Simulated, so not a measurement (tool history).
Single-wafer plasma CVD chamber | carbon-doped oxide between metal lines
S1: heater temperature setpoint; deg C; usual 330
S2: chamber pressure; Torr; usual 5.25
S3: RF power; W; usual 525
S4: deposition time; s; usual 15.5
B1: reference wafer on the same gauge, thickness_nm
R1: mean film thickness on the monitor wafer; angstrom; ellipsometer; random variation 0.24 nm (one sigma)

run	hour	S1	S2	S3	S4	B1	R1
1	0	330	5.25	525	15.5	88.099	837.25
2	41.9	330	5.25	525	15.5	88.218	836.39
3	80.9	330	5.25	525	15.5	88.204	841.78
4	182.6	334	5.25	525	15.5	88.079	831.71
5	223.6	334	5.25	525	15.5	88.191	826.07
6	306.3	330	5.25	525	15.5	88.189	839.87
# hour 550: showerhead replaced
7	554.2	330	5.25	525	15.5	88.25	830.11
8	654.4	330	5.25	525	15.5	88.223	836.4
# hour 679.3: RF generator calibrated
9	702.9	330	5.25	525	17.9	88.253	962.3
# hour 911: gauge calibrated
10	928.1	330	5.25	625	18.3	88.127	1059.92
# hour 953.7: thermocouple changed; heater temperature recalibrated
# hour 978.4: capacitance manometer re-zeroed and calibrated
11	986.5	316	4.07	550	13.8	88.23	763.63
12	1031.9	323	5.25	525	15.5	88.229	862.53
13	1104.4	330	5.25	525	15.5	88.192	841.2
14	1140.8	330	5.92	525	18.5	88.226	1018.76
15	1224.5	339	5.25	525	12.9	88.125	679.34

What the log doesn't show, run by run:
wafer temperature above the value expected at the setpoint (K): 0 in every run
delivered RF power above the setpoint (%): 0 in every run
gauge reads high (%): 0 in every run
H1: true pressure above the setpoint (%)
run	H1
1	-3.38
2	-3.55
3	-3.71
4	-4.13
5	-4.3
6	-4.64
7	-5.65
8	-6.06
9	-6.26
10	-7.19
11	-0.578
12	-0.765
13	-1.06
14	-1.21
15	-1.56

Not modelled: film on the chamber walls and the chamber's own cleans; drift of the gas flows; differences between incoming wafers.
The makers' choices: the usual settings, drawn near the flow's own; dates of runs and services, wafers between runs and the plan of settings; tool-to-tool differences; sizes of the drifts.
